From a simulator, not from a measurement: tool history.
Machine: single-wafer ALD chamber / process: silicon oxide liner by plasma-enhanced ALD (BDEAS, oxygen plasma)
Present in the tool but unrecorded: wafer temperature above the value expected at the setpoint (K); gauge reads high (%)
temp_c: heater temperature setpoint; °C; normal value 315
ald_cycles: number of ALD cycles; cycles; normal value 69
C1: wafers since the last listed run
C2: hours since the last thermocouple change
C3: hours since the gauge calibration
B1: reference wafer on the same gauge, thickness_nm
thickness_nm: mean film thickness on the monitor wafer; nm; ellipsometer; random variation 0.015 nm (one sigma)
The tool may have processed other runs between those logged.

run 1 hour=0.0 | temp_c=315 ald_cycles=69 | C1=0 C2=2158.4 C3=192.0 | B1=5.152 | thickness_nm=6.137
run 2 hour=16.3 | temp_c=325 ald_cycles=69 | C1=64 C2=2174.7 C3=208.3 | B1=5.146 | thickness_nm=6.067
run 3 hour=27.6 | temp_c=325 ald_cycles=69 | C1=44 C2=2186.0 C3=219.6 | B1=5.145 | thickness_nm=6.072
run 4 hour=43.0 | temp_c=325 ald_cycles=69 | C1=60 C2=2201.4 C3=235.0 | B1=5.145 | thickness_nm=6.033
run 5 hour=59.5 | temp_c=315 ald_cycles=69 | C1=64 C2=2217.9 C3=251.5 | B1=5.140 | thickness_nm=6.140
run 6 hour=75.5 | temp_c=315 ald_cycles=69 | C1=62 C2=2233.9 C3=267.5 | B1=5.141 | thickness_nm=6.119
run 7 hour=90.8 | temp_c=315 ald_cycles=69 | C1=60 C2=2249.2 C3=282.8 | B1=5.141 | thickness_nm=6.122
run 8 hour=108.3 | temp_c=315 ald_cycles=69 | C1=68 C2=2266.7 C3=300.3 | B1=5.142 | thickness_nm=6.127
run 9 hour=121.5 | temp_c=315 ald_cycles=69 | C1=51 C2=2279.9 C3=313.5 | B1=5.142 | thickness_nm=6.169
run 10 hour=138.1 | temp_c=315 ald_cycles=69 | C1=65 C2=2296.5 C3=330.1 | B1=5.139 | thickness_nm=6.114
run 11 hour=185.5 | temp_c=315 ald_cycles=69 | C1=186 C2=2343.9 C3=377.5 | B1=5.136 | thickness_nm=6.097
run 12 hour=192.0 | temp_c=315 ald_cycles=69 | C1=25 C2=2350.4 C3=384.0 | B1=5.138 | thickness_nm=6.106
run 13 hour=199.5 | temp_c=311 ald_cycles=58 | C1=29 C2=2357.9 C3=391.5 | B1=5.138 | thickness_nm=5.176
run 14 hour=213.0 | temp_c=311 ald_cycles=58 | C1=53 C2=2371.4 C3=405.0 | B1=5.136 | thickness_nm=5.176
run 15 hour=226.2 | temp_c=315 ald_cycles=69 | C1=51 C2=2384.6 C3=418.2 | B1=5.135 | thickness_nm=6.121
run 16 hour=241.0 | temp_c=315 ald_cycles=69 | C1=58 C2=2399.4 C3=433.0 | B1=5.131 | thickness_nm=6.110
run 17 hour=247.2 | temp_c=324 ald_cycles=69 | C1=24 C2=2405.6 C3=439.2 | B1=5.132 | thickness_nm=6.050
run 18 hour=256.7 | temp_c=324 ald_cycles=69 | C1=37 C2=2415.1 C3=448.7 | B1=5.132 | thickness_nm=6.049
run 19 hour=280.2 | temp_c=311 ald_cycles=69 | C1=92 C2=2438.6 C3=472.2 | B1=5.132 | thickness_nm=6.143
run 20 hour=296.5 | temp_c=311 ald_cycles=69 | C1=64 C2=2454.9 C3=488.5 | B1=5.134 | thickness_nm=6.152
run 21 hour=313.4 | temp_c=315 ald_cycles=69 | C1=66 C2=2471.8 C3=505.4 | B1=5.134 | thickness_nm=6.137
run 22 hour=323.6 | temp_c=315 ald_cycles=69 | C1=40 C2=2482.0 C3=515.6 | B1=5.135 | thickness_nm=6.136
run 23 hour=340.9 | temp_c=315 ald_cycles=69 | C1=68 C2=2499.3 C3=532.9 | B1=5.128 | thickness_nm=6.107
run 24 hour=352.5 | temp_c=323 ald_cycles=74 | C1=45 C2=2510.9 C3=544.5 | B1=5.131 | thickness_nm=6.504
run 25 hour=365.7 | temp_c=315 ald_cycles=69 | C1=51 C2=2524.1 C3=557.7 | B1=5.132 | thickness_nm=6.095
-- hour=378.7 thermocouple changed; heater temperature recalibrated
run 26 hour=379.7 | temp_c=320 ald_cycles=69 | C1=23 C2=1.0 C3=571.7 | B1=5.134 | thickness_nm=6.078
run 27 hour=392.5 | temp_c=315 ald_cycles=69 | C1=50 C2=13.8 C3=584.5 | B1=5.130 | thickness_nm=6.124
run 28 hour=408.4 | temp_c=321 ald_cycles=73 | C1=62 C2=29.7 C3=600.4 | B1=5.130 | thickness_nm=6.417
run 29 hour=426.4 | temp_c=307 ald_cycles=73 | C1=70 C2=47.7 C3=618.4 | B1=5.132 | thickness_nm=6.534
run 30 hour=440.4 | temp_c=322 ald_cycles=58 | C1=55 C2=61.7 C3=632.4 | B1=5.129 | thickness_nm=5.108
run 31 hour=447.1 | temp_c=315 ald_cycles=69 | C1=26 C2=68.4 C3=639.1 | B1=5.131 | thickness_nm=6.116
run 32 hour=454.3 | temp_c=329 ald_cycles=78 | C1=28 C2=75.6 C3=646.3 | B1=5.134 | thickness_nm=6.780
run 33 hour=467.5 | temp_c=315 ald_cycles=69 | C1=51 C2=88.8 C3=659.5 | B1=5.132 | thickness_nm=6.080
run 34 hour=477.2 | temp_c=315 ald_cycles=77 | C1=38 C2=98.5 C3=669.2 | B1=5.128 | thickness_nm=6.854
run 35 hour=483.3 | temp_c=322 ald_cycles=69 | C1=23 C2=104.6 C3=675.3 | B1=5.130 | thickness_nm=6.088
-- hour=494.4 gauge calibrated
run 36 hour=496.7 | temp_c=323 ald_cycles=56 | C1=52 C2=118.0 C3=2.3 | B1=5.189 | thickness_nm=4.975
run 37 hour=510.4 | temp_c=315 ald_cycles=69 | C1=53 C2=131.7 C3=16.0 | B1=5.186 | thickness_nm=6.172
run 38 hour=519.0 | temp_c=305 ald_cycles=69 | C1=33 C2=140.3 C3=24.6 | B1=5.183 | thickness_nm=6.257
run 39 hour=533.4 | temp_c=323 ald_cycles=55 | C1=56 C2=154.7 C3=39.0 | B1=5.175 | thickness_nm=4.878
run 40 hour=541.7 | temp_c=315 ald_cycles=80 | C1=32 C2=163.0 C3=47.3 | B1=5.177 | thickness_nm=7.158
run 41 hour=553.1 | temp_c=324 ald_cycles=79 | C1=44 C2=174.4 C3=58.7 | B1=5.175 | thickness_nm=6.999
run 42 hour=569.8 | temp_c=309 ald_cycles=55 | C1=65 C2=191.1 C3=75.4 | B1=5.170 | thickness_nm=4.975
run 43 hour=581.8 | temp_c=315 ald_cycles=69 | C1=47 C2=203.1 C3=87.4 | B1=5.170 | thickness_nm=6.159
run 44 hour=595.9 | temp_c=307 ald_cycles=57 | C1=55 C2=217.2 C3=101.5 | B1=5.168 | thickness_nm=5.151
run 45 hour=608.1 | temp_c=324 ald_cycles=65 | C1=47 C2=229.4 C3=113.7 | B1=5.164 | thickness_nm=5.751
run 46 hour=624.3 | temp_c=315 ald_cycles=69 | C1=63 C2=245.6 C3=129.9 | B1=5.162 | thickness_nm=6.172

Below are 5 alternative next runs, each starting from the tool's condition after run 46. Predict each:
run A hour=624.8 | temp_c=315 ald_cycles=69 | C1=1 C2=246.1 C3=130.4 | B1=? | thickness_nm=?
run B hour=624.8 | temp_c=310 ald_cycles=56 | C1=1 C2=246.1 C3=130.4 | B1=? | thickness_nm=?
run C hour=624.8 | temp_c=309 ald_cycles=77 | C1=1 C2=246.1 C3=130.4 | B1=? | thickness_nm=?
run D hour=624.8 | temp_c=319 ald_cycles=56 | C1=1 C2=246.1 C3=130.4 | B1=? | thickness_nm=?
run E hour=624.8 | temp_c=315 ald_cycles=60 | C1=1 C2=246.1 C3=130.4 | B1=? | thickness_nm=?

run=A B1=5.162 thickness_nm=6.148
run=B B1=5.162 thickness_nm=5.021
run=C B1=5.162 thickness_nm=6.912
run=D B1=5.162 thickness_nm=4.964
run=E B1=5.162 thickness_nm=5.346
With no hidden state in the tool, these same runs would have given:
run=A thickness_nm=6.169
run=B thickness_nm=5.039
run=C thickness_nm=6.937
run=D thickness_nm=4.982
run=E thickness_nm=5.365

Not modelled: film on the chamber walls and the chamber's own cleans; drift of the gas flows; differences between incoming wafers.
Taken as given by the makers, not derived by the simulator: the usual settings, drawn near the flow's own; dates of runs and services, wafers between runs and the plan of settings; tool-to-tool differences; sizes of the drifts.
